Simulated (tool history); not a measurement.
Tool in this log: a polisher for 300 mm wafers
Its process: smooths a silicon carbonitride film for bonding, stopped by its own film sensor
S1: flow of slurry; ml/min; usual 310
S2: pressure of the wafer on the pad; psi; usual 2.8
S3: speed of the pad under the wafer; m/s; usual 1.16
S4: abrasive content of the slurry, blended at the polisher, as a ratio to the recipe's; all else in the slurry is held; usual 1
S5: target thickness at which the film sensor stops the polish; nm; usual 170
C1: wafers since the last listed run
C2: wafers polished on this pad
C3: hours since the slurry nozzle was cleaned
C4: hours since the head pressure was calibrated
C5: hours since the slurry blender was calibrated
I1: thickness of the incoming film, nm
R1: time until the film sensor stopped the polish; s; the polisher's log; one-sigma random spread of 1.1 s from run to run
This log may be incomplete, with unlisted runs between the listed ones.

run	hour	S1	S2	S3	S4	S5	C1	C2	C3	C4	C5	I1	R1
1	0	310	2.8	1.16	1	170	0	9680	201.5	726	600.4	204	72.3
# hour 17.7: worn pad replaced by a new one
# hour 180.4: head pressure recalibrated
2	223	310	2.4	1.16	0.8	170	2409	2256	424.5	42.6	823.4	200	100.5
# hour 301.4: slurry blender recalibrated
3	329.5	310	2.4	1.16	0.8	170	1160	3416	531	149.1	28.1	201.9	108.9
4	399.8	310	2.8	1.48	1	170	780	4197	601.3	219.4	98.4	202.3	67.8
5	497.1	310	2.8	1.48	1	170	1080	5277	698.6	316.7	195.7	198	57.9
# hour 578.2: slurry nozzle cleaned
6	599.7	310	2.8	1.16	1	170	1127	6405	21.5	419.3	298.3	197.3	62.9
7	651.6	310	2.8	1.16	1	170	576	6981	73.4	471.2	350.2	200.8	72
8	693.7	225	1.9	1.16	1	170	467	7448	115.5	513.3	392.3	196.5	96.4
9	768.9	310	2.8	1.16	1	170	834	8283	190.7	588.5	467.5	196.1	59.7
10	839.5	310	2	1.28	1	173	783	9067	261.3	659.1	538.1	200.4	82.4
# hour 855.8: worn pad replaced by a new one
11	914.8	275	2.8	1.16	1	170	791	654	336.6	734.4	613.4	200.6	70.3
12	952.5	270	2.8	1.48	0.85	165	418	1073	374.3	772.1	651.1	199.8	74.1
13	1031.8	310	3.5	0.96	1	170	880	1953	453.6	851.4	730.4	203.2	68.8
# hour 1052.9: head pressure recalibrated
14	1121.4	310	2.8	1.16	1	170	972	2926	543.2	68.5	820	196.7	67.8
# hour 1208.3: slurry blender recalibrated
15	1223.9	310	2.8	1.16	1	170	1115	4041	645.7	171	15.6	198.4	70.7
16	1283.7	310	2.8	1.16	1	170	663	4705	705.5	230.8	75.4	198.7	71.3
17	1369.3	310	2.8	1.16	1	164	950	5655	791.1	316.4	161	201	89.5
18	1423.4	310	2.8	1.16	1	170	600	6256	845.2	370.5	215.1	200	75.8
# hour 1469.5: slurry nozzle cleaned
19	1498.6	350	2.8	1.16	1	163	823	7080	29.1	445.7	290.3	201.7	86.7
20	1549.7	210	2.8	1.46	0.8	170	567	7647	80.2	496.8	341.4	200.7	71.4
21	1643.2	240	2.8	1.16	1	170	1038	8685	173.7	590.3	434.9	201	74.2
# hour 1692.6: worn pad replaced by a new one
22	1701.9	400	2.3	1.16	1.15	170	607	102	232.4	649	493.6	198.5	69.6
23	1804.7	310	2.8	1.16	1	170	1141	1244	335.2	751.8	596.4	199.2	64
24	1877.8	310	2.8	0.82	0.85	170	811	2055	408.3	824.9	669.5	200	94.9
# hour 1936.7: slurry blender recalibrated
# hour 1958.3: head pressure recalibrated
25	1976	225	3.6	1.16	1	170	1045	3101	506.5	17.7	39.3	198.6	57.3
26	2068.3	250	3.1	1.16	1.1	166	1024	4126	598.8	110	131.6	200.5	74.9
27	2114.6	310	2.8	1.16	1	161	514	4640	645.1	156.3	177.9	198	89.9
# hour 2156.4: slurry nozzle cleaned
28	2194.6	310	2.8	1.16	1	170	877	5517	38.2	236.3	257.9	200.3	68.3
29	2286.6	210	1.9	1.16	0.75	174	1021	6538	130.2	328.3	349.9	200.9	113.8
30	2364.5	310	2.4	1.16	1	170	864	7403	208.1	406.2	427.8	199.5	78.5

A few steps of R1 between consecutive runs. Split each: what settings, incoming material and random variation would produce without the hidden state, and what is left over for the hidden state, along with gauge scatter present in only one of the two compared results (measured, and without hidden state):
Hidden state present: removal rate lost through wear of the pad, %; slurry flow missing at the pad, %; deviation of the head's pressure from its setpoint, %; abrasive missing from the slurry, %.
Run 1 -> 2: S2 2.8 -> 2.4, S4 1 -> 0.8, worn pad replaced by a new one, head pressure recalibrated. R1 +28.2 s: hidden state +11, all else +17.2.
Run 3 -> 4: S2 2.4 -> 2.8, S3 1.16 -> 1.48, S4 0.8 -> 1. R1 -41.1 s: hidden state -3.3, all else -37.8.
Run 24 -> 25: S1 310 -> 225, S2 2.8 -> 3.6, S3 0.82 -> 1.16, S4 0.85 -> 1, slurry blender recalibrated, head pressure recalibrated. R1 -37.6 s: hidden state +6.8, all else -44.4.
Run 27 -> 28: S5 161 -> 170, slurry nozzle cleaned. R1 -21.6 s: hidden state -6.1, all else -15.5.
Run 28 -> 29: S1 310 -> 210, S2 2.8 -> 1.9, S4 1 -> 0.75, S5 170 -> 174. R1 +45.5 s: hidden state +1.1, all else +44.4.
